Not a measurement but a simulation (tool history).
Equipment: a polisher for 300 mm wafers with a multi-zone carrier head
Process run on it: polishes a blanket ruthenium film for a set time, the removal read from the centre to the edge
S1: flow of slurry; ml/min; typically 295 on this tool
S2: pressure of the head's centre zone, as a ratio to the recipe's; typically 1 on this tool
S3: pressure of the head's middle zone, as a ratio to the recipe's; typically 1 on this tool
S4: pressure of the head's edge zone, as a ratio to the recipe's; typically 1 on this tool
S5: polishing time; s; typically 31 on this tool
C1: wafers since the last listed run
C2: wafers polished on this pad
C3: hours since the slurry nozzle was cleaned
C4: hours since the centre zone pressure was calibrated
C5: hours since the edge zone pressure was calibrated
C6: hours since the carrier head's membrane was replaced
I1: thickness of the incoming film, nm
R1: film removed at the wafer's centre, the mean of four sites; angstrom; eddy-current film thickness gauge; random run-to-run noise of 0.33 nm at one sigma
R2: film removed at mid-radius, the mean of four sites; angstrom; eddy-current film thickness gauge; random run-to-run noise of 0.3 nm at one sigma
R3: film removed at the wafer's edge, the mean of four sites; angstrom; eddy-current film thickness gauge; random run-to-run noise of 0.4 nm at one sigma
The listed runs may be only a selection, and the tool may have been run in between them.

run	day	S1	S2	S3	S4	S5	C1	C2	C3	C4	C5	C6	I1	R1	R2	R3
1	0	295	1	1	1	31	0	1743	436.3	105.9	517.8	1709.3	618	429	414	426
# day 1: carrier head's membrane replaced by a new one
# day 3.196: slurry nozzle cleaned
2	3.333	355	1	1.06	1	31	504	2248	3.3	185.9	597.8	56	631.4	438	442	423
3	6.2	355	1	1.06	1	31	469	2717	72.1	254.7	666.6	124.8	613.2	443	444	433
4	8.675	355	1	1.06	1	31	405	3123	131.5	314.1	726	184.2	611.6	447	450	437
5	12.704	370	1	0.92	1.09	28	659	3782	228.2	410.8	822.7	280.9	630.7	402	359	408
# day 14.217: worn pad replaced by a new one
6	14.683	295	1	1	1	31	296	76	275.7	458.3	870.2	328.4	629.7	434	421	425
7	16.738	295	1	1	1.11	24	336	412	325	507.6	919.5	377.7	622.7	337	321	352
# day 18.554: centre zone pressure recalibrated
8	19.204	295	1	1	1	31	390	802	384.2	15.6	978.7	436.9	623.6	416	409	434
9	21.238	225	1.07	1	1	41	332	1135	433	64.4	1027.5	485.7	625.9	574	522	545
10	24.075	295	1	1	1	31	464	1600	501.1	132.5	1095.6	553.8	615.8	430	416	427
# day 24.488: slurry nozzle cleaned
11	26.612	250	1	1	1	31	408	2009	51	193.4	1156.5	614.7	628.9	421	407	421
12	28.625	330	1.04	1	1.08	23	329	2338	99.3	241.7	1204.8	663	616.5	336	311	335
# day 29.942: edge zone pressure recalibrated
13	31.796	295	1	1	1	31	505	2844	175.4	317.8	44.5	739.1	628.4	431	414	424
# day 33.562: worn pad replaced by a new one, of another model than before
14	35.296	195	1.08	1.05	1	27	545	284	259.4	401.8	128.5	823.1	622.1	397	367	361
15	37.158	295	1.07	1	0.89	25	304	589	304.1	446.5	173.2	867.8	621.5	372	332	324
# day 41.292: centre zone pressure recalibrated
16	47.208	295	1.1	1	1	31	1632	2221	545.3	142	414.4	1109	626.1	475	415	427
# day 47.85: slurry nozzle cleaned
17	51.092	295	1	1	1	31	629	2850	77.8	235.2	507.6	1202.2	615.6	432	412	425
18	54.683	225	0.91	0.92	1	21	588	3438	164	321.4	593.8	1288.4	622.8	263	260	284
# day 54.958: worn pad replaced by a new one
19	56.767	355	1	0.88	0.9	31	313	295	214	371.4	643.8	1338.4	619.2	434	376	410
20	59.354	240	0.89	1.12	1	34	423	719	276.1	433.5	705.9	1400.5	612.3	414	493	467
21	62.25	295	1	1	1	31	474	1193	345.6	503	775.4	1470	618.9	436	419	424
# day 64.375: centre zone pressure recalibrated
22	64.983	250	1	1	1	31	433	1627	411.2	14.6	841	1535.6	612.4	414	413	414

Had the tool no unlogged condition, and each run kept its random variation, what would the results have been?
What the log doesn't record here: removal rate lost through wear of the pad, %; slurry flow missing at the pad, %; deviation of the centre zone's pressure from its setpoint, %; deviation of the edge zone's pressure from its setpoint, %.
run	R1
1	420
2	426
3	428
4	431
5	386
6	417
7	323
8	415
9	566
10	420
11	409
12	325
13	415
14	382
15	358
16	463
17	417
18	253
19	417
20	397
21	418
22	412
For R2, the value without the hidden state is never more than 1 angstrom from the measured value.
R3: same as the measured value in every run.
